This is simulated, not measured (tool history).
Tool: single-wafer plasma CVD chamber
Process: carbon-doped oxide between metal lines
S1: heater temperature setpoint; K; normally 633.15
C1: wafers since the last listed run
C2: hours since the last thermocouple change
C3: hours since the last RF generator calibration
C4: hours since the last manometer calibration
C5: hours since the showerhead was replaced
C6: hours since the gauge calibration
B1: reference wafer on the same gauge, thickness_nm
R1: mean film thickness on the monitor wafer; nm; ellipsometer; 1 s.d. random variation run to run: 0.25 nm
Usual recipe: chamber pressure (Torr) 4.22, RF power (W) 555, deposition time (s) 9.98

Run 1, day 0: usual settings but RF power (W) 495; C1 0; C2 2726.4; C3 2023.8; C4 1143.5; C5 4407.7; C6 384.5; B1 47.818. Result: R1 39.799 nm.
Run 2, day 0.375: usual settings but RF power (W) 495; C1 386; C2 2735.4; C3 2032.8; C4 1152.5; C5 4416.7; C6 393.5; B1 47.819. Result: R1 39.767 nm.
Run 3, day 0.954: usual settings; C1 596; C2 2749.3; C3 2046.7; C4 1166.4; C5 4430.6; C6 407.4; B1 47.804. Result: R1 45.022 nm.
At day 1.446: gauge calibrated.
Run 4, day 2.508: usual settings; C1 1600; C2 2786.6; C3 2084; C4 1203.7; C5 4467.9; C6 25.5; B1 47.8. Result: R1 45.627 nm.
At day 3.004: capacitance manometer re-zeroed and calibrated.
Run 5, day 3.15: usual settings but chamber pressure (Torr) 4.96, RF power (W) 605; C1 317; C2 2802; C3 2099.4; C4 3.5; C5 4483.3; C6 40.9; B1 47.795. Result: R1 51.081 nm.
Run 6, day 3.512: usual settings but deposition time (s) 8.51; C1 373; C2 2810.7; C3 2108.1; C4 12.2; C5 4492; C6 49.6; B1 47.745. Result: R1 38.375 nm.
Run 7, day 3.929: usual settings; C1 428; C2 2820.7; C3 2118.1; C4 22.2; C5 4502; C6 59.6; B1 47.81. Result: R1 45.732 nm.
Run 8, day 4.408: usual settings but RF power (W) 505; C1 493; C2 2832.2; C3 2129.6; C4 33.7; C5 4513.5; C6 71.1; B1 47.805. Result: R1 40.589 nm.
Run 9, day 4.8: usual settings but chamber pressure (Torr) 4.97, RF power (W) 600; C1 403; C2 2841.6; C3 2139; C4 43.1; C5 4522.9; C6 80.5; B1 47.812. Result: R1 50.422 nm.
Run 10, day 5.45: usual settings but chamber pressure (Torr) 3.8, deposition time (s) 9.37; C1 669; C2 2857.2; C3 2154.6; C4 58.7; C5 4538.5; C6 96.1; B1 47.77. Result: R1 41.039 nm.
Run 11, day 6.121: usual settings but chamber pressure (Torr) 3.88; C1 690; C2 2873.3; C3 2170.7; C4 74.8; C5 4554.6; C6 112.2; B1 47.806. Result: R1 44.303 nm.
Run 12, day 8.233: usual settings but chamber pressure (Torr) 3.28; C1 2174; C2 2924; C3 2221.4; C4 125.5; C5 4605.3; C6 162.9; B1 47.822. Result: R1 43.044 nm.
At day 10.471: showerhead replaced.
Run 13, day 10.492: usual settings; C1 1981; C2 2978.2; C3 2275.6; C4 179.7; C5 0.5; C6 217.1; B1 47.818. Result: R1 45.335 nm.
Run 14, day 10.671: usual settings; C1 184; C2 2982.5; C3 2279.9; C4 184; C5 4.8; C6 221.4; B1 47.753. Result: R1 45.319 nm.
Run 15, day 11.196: usual settings but S1 640.15 K; C1 540; C2 2995.1; C3 2292.5; C4 196.6; C5 17.4; C6 234; B1 47.804. Result: R1 44.088 nm.
Run 16, day 11.583: usual settings but chamber pressure (Torr) 4.96, RF power (W) 605; C1 398; C2 3004.4; C3 2301.8; C4 205.9; C5 26.7; C6 243.3; B1 47.783. Result: R1 50.868 nm.
Run 17, day 13.233: usual settings but S1 622.15 K, RF power (W) 645; C1 1698; C2 3044; C3 2341.4; C4 245.5; C5 66.3; C6 282.9; B1 47.768. Result: R1 52.878 nm.
At day 13.742: thermocouple changed; heater temperature recalibrated.
At day 13.917: RF generator calibrated.
Run 18, day 13.938: usual settings but RF power (W) 505; C1 202; C2 4.7; C3 0.5; C4 262.4; C5 83.2; C6 299.8; B1 47.767. Result: R1 44.227 nm.
Run 19, day 13.962: usual settings; C1 25; C2 5.3; C3 1.1; C4 263; C5 83.8; C6 300.4; B1 47.809. Result: R1 49.112 nm.
Run 20, day 14.667: usual settings but chamber pressure (Torr) 3.64, deposition time (s) 11.63; C1 724; C2 22.2; C3 18; C4 279.9; C5 100.7; C6 317.3; B1 47.797. Result: R1 54.878 nm.
Run 21, day 15.371: usual settings but chamber pressure (Torr) 5.15, deposition time (s) 9.05; C1 724; C2 39.1; C3 34.9; C4 296.8; C5 117.6; C6 334.2; B1 47.793. Result: R1 46.477 nm.
Run 22, day 15.679: usual settings but deposition time (s) 8.38; C1 317; C2 46.5; C3 42.3; C4 304.2; C5 125; C6 341.6; B1 47.8. Result: R1 41.094 nm.
Run 23, day 16.317: usual settings but RF power (W) 525; C1 656; C2 61.8; C3 57.6; C4 319.5; C5 140.3; C6 356.9; B1 47.815. Result: R1 45.566 nm.
Run 24, day 16.733: usual settings but S1 647.15 K, chamber pressure (Torr) 5.09, RF power (W) 485, deposition time (s) 10.74; C1 428; C2 71.8; C3 67.6; C4 329.5; C5 150.3; C6 366.9; B1 47.811. Result: R1 46.054 nm.
At day 18.629: gauge calibrated.
Run 25, day 18.767: usual settings but RF power (W) 450, deposition time (s) 8.8; C1 2093; C2 120.6; C3 116.4; C4 378.3; C5 199.1; C6 3.3; B1 47.8. Result: R1 33.606 nm.
Run 26, day 19.142: usual settings but chamber pressure (Torr) 4.49, RF power (W) 505, deposition time (s) 8.27; C1 386; C2 129.6; C3 125.4; C4 387.3; C5 208.1; C6 12.3; B1 47.768. Result: R1 36.778 nm.
Run 27, day 19.775: usual settings but S1 641.15 K; C1 652; C2 144.8; C3 140.6; C4 402.5; C5 223.3; C6 27.5; B1 47.793. Result: R1 47.251 nm.
Run 28, day 20.162: usual settings but S1 644.15 K, chamber pressure (Torr) 3.87; C1 398; C2 154.1; C3 149.9; C4 411.8; C5 232.6; C6 36.8; B1 47.784. Result: R1 46.212 nm.
Run 29, day 20.438: usual settings but S1 638.15 K; C1 283; C2 160.7; C3 156.5; C4 418.4; C5 239.2; C6 43.4; B1 47.796. Result: R1 47.586 nm.

What differs in the tool's unlogged condition from the final listed run ahead of each entry between runs to the first listed run following it?
In the gap between runs 3 and 4: gauge calibrated (day 1.446)
  delivered RF power above the setpoint (%): -7.96 -> -7.99
  measured value less the no-hidden-state value, R1: -3.951 -> -4.022 nm
In the gap between runs 4 and 5: capacitance manometer re-zeroed and calibrated (day 3.004)
  delivered RF power above the setpoint (%): -7.99 -> -8
  measured value less the no-hidden-state value, R1: -4.022 -> -4.372 nm
In the gap between runs 12 and 13: showerhead replaced (day 10.471)
  delivered RF power above the setpoint (%): -8.1 -> -8.13
  measured value less the no-hidden-state value, R1: -3.851 -> -4.078 nm
In the gap between runs 17 and 18: thermocouple changed; heater temperature recalibrated (day 13.742); RF generator calibrated (day 13.917)
  delivered RF power above the setpoint (%): -8.17 -> -0.73
  measured value less the no-hidden-state value, R1: -4.584 -> -0.328 nm
In the gap between runs 24 and 25: gauge calibrated (day 18.629)
  delivered RF power above the setpoint (%): -1.38 -> -1.82
  measured value less the no-hidden-state value, R1: -0.754 -> -0.744 nm

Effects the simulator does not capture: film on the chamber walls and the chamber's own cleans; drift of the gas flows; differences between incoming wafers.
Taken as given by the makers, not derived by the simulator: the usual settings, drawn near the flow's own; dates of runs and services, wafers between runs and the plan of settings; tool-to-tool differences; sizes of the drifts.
